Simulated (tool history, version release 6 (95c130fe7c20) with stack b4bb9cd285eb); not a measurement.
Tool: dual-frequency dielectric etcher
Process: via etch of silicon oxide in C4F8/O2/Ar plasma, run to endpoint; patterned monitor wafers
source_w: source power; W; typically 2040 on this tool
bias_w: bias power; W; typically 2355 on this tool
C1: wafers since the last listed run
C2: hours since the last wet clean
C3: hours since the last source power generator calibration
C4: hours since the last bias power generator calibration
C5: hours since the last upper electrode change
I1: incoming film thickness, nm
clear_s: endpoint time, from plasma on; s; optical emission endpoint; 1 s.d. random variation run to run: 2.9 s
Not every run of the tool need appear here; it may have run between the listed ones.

{"run": 1, "hour": 0.0, "source_w": 2040, "bias_w": 2355, "C1": 0, "C2": 348.5, "C3": 3302.5, "C4": 2128.2, "C5": 4316.1, "I1": 2187.7, "clear_s": 402.1}
{"run": 2, "hour": 68.9, "source_w": 2240, "bias_w": 2355, "C1": 198, "C2": 417.4, "C3": 3371.4, "C4": 2197.1, "C5": 4385, "I1": 2175.3, "clear_s": 391.3}
{"hour": 248.0, "done": "wet clean of the chamber"}
{"run": 3, "hour": 379.1, "source_w": 2240, "bias_w": 2355, "C1": 823, "C2": 131.1, "C3": 3681.6, "C4": 2507.3, "C5": 4695.2, "I1": 2207.3, "clear_s": 398.4}
{"run": 4, "hour": 482.3, "source_w": 2240, "bias_w": 2355, "C1": 296, "C2": 234.3, "C3": 3784.8, "C4": 2610.5, "C5": 4798.4, "I1": 2192.6, "clear_s": 395.4}
{"run": 5, "hour": 525.1, "source_w": 2040, "bias_w": 2140, "C1": 123, "C2": 277.1, "C3": 3827.6, "C4": 2653.3, "C5": 4841.2, "I1": 2207.8, "clear_s": 408.3}
{"run": 6, "hour": 620.1, "source_w": 2040, "bias_w": 2140, "C1": 273, "C2": 372.1, "C3": 3922.6, "C4": 2748.3, "C5": 4936.2, "I1": 2180.6, "clear_s": 399.3}
{"run": 7, "hour": 703.7, "source_w": 2380, "bias_w": 2355, "C1": 240, "C2": 455.7, "C3": 4006.2, "C4": 2831.9, "C5": 5019.8, "I1": 2207.7, "clear_s": 383.5}
{"run": 8, "hour": 772.2, "source_w": 2380, "bias_w": 2355, "C1": 196, "C2": 524.2, "C3": 4074.7, "C4": 2900.4, "C5": 5088.3, "I1": 2208.2, "clear_s": 379.9}
{"run": 9, "hour": 882.9, "source_w": 1820, "bias_w": 2355, "C1": 318, "C2": 634.9, "C3": 4185.4, "C4": 3011.1, "C5": 5199, "I1": 2196.4, "clear_s": 394.8}
{"hour": 924.6, "done": "wet clean of the chamber"}
{"run": 10, "hour": 963.1, "source_w": 1820, "bias_w": 2355, "C1": 161, "C2": 38.5, "C3": 4265.6, "C4": 3091.3, "C5": 5279.2, "I1": 2198.2, "clear_s": 424.4}
{"hour": 1128.9, "done": "source power generator calibrated"}
{"run": 11, "hour": 1182.1, "source_w": 2040, "bias_w": 2355, "C1": 618, "C2": 257.5, "C3": 53.2, "C4": 3310.3, "C5": 5498.2, "I1": 2183.2, "clear_s": 402}
{"hour": 1227.7, "done": "upper electrode replaced"}
{"run": 12, "hour": 1228.2, "source_w": 2040, "bias_w": 1954, "C1": 63, "C2": 303.6, "C3": 99.3, "C4": 3356.4, "C5": 0.5, "I1": 2168.4, "clear_s": 408.8}
{"run": 13, "hour": 1272.9, "source_w": 2040, "bias_w": 1954, "C1": 128, "C2": 348.3, "C3": 144, "C4": 3401.1, "C5": 45.2, "I1": 2175, "clear_s": 410.7}
{"run": 14, "hour": 1380.5, "source_w": 2040, "bias_w": 1954, "C1": 309, "C2": 455.9, "C3": 251.6, "C4": 3508.7, "C5": 152.8, "I1": 2197.6, "clear_s": 406.8}
{"run": 15, "hour": 1461.3, "source_w": 2240, "bias_w": 2355, "C1": 232, "C2": 536.7, "C3": 332.4, "C4": 3589.5, "C5": 233.6, "I1": 2181.7, "clear_s": 382.4}
{"run": 16, "hour": 1521.5, "source_w": 1770, "bias_w": 2121, "C1": 173, "C2": 596.9, "C3": 392.6, "C4": 3649.7, "C5": 293.8, "I1": 2198.3, "clear_s": 415.4}
{"hour": 1619.9, "done": "wet clean of the chamber"}
{"run": 17, "hour": 1631.1, "source_w": 2530, "bias_w": 2355, "C1": 246, "C2": 11.2, "C3": 502.2, "C4": 3759.3, "C5": 403.4, "I1": 2180.3, "clear_s": 377.1}
{"run": 18, "hour": 1709.9, "source_w": 2330, "bias_w": 2570, "C1": 226, "C2": 90, "C3": 581, "C4": 3838.1, "C5": 482.2, "I1": 2189.6, "clear_s": 384.7}
{"run": 19, "hour": 1783.7, "source_w": 2040, "bias_w": 1954, "C1": 212, "C2": 163.8, "C3": 654.8, "C4": 3911.9, "C5": 556, "I1": 2196.8, "clear_s": 423.1}
{"run": 20, "hour": 1869.3, "source_w": 2040, "bias_w": 2738, "C1": 246, "C2": 249.4, "C3": 740.4, "C4": 3997.5, "C5": 641.6, "I1": 2201.9, "clear_s": 392.6}
{"run": 21, "hour": 1930.9, "source_w": 2040, "bias_w": 2355, "C1": 177, "C2": 311, "C3": 802, "C4": 4059.1, "C5": 703.2, "I1": 2200.7, "clear_s": 401.3}
{"hour": 1997.5, "done": "bias power generator calibrated"}
{"run": 22, "hour": 2010.7, "source_w": 2040, "bias_w": 1893, "C1": 217, "C2": 390.8, "C3": 881.8, "C4": 13.2, "C5": 783, "I1": 2208.3, "clear_s": 412.5}
{"run": 23, "hour": 2097.4, "source_w": 2540, "bias_w": 2874, "C1": 249, "C2": 477.5, "C3": 968.5, "C4": 99.9, "C5": 869.7, "I1": 2174.4, "clear_s": 353.4}
{"run": 24, "hour": 2139.1, "source_w": 2520, "bias_w": 1850, "C1": 119, "C2": 519.2, "C3": 1010.2, "C4": 141.6, "C5": 911.4, "I1": 2195.4, "clear_s": 386.3}
{"run": 25, "hour": 2208.7, "source_w": 2040, "bias_w": 2355, "C1": 200, "C2": 588.8, "C3": 1079.8, "C4": 211.2, "C5": 981, "I1": 2186.3, "clear_s": 385.7}
{"run": 26, "hour": 2268.0, "source_w": 1650, "bias_w": 1789, "C1": 170, "C2": 648.1, "C3": 1139.1, "C4": 270.5, "C5": 1040.3, "I1": 2211.4, "clear_s": 432.1}
{"hour": 2299.6, "done": "wet clean of the chamber"}
{"run": 27, "hour": 2361.2, "source_w": 2040, "bias_w": 2355, "C1": 199, "C2": 61.6, "C3": 1232.3, "C4": 363.7, "C5": 1133.5, "I1": 2218.2, "clear_s": 418.2}
{"run": 28, "hour": 2517.0, "source_w": 1870, "bias_w": 2540, "C1": 448, "C2": 217.4, "C3": 1388.1, "C4": 519.5, "C5": 1289.3, "I1": 2183.7, "clear_s": 402.8}

Per-run results on a tool with no hidden state, each run keeping its own random variation:
Hidden state present: etch rate over this chamber's usual, %; source power that arrives over what is set, %; bias power that arrives over what is set, %.
run=1 clear_s=410.6
run=2 clear_s=401.9
run=3 clear_s=404.8
run=4 clear_s=405.1
run=5 clear_s=419.9
run=6 clear_s=413.8
run=7 clear_s=400.1
run=8 clear_s=398.5
run=9 clear_s=417.9
run=10 clear_s=428
run=11 clear_s=412.9
run=12 clear_s=421.5
run=13 clear_s=424.9
run=14 clear_s=424.6
run=15 clear_s=401.7
run=16 clear_s=438.4
run=17 clear_s=380.5
run=18 clear_s=390.7
run=19 clear_s=432.3
run=20 clear_s=404
run=21 clear_s=415
run=22 clear_s=429.3
run=23 clear_s=370.4
run=24 clear_s=406.2
run=25 clear_s=407.9
run=26 clear_s=459.1
run=27 clear_s=420.9
run=28 clear_s=410.6

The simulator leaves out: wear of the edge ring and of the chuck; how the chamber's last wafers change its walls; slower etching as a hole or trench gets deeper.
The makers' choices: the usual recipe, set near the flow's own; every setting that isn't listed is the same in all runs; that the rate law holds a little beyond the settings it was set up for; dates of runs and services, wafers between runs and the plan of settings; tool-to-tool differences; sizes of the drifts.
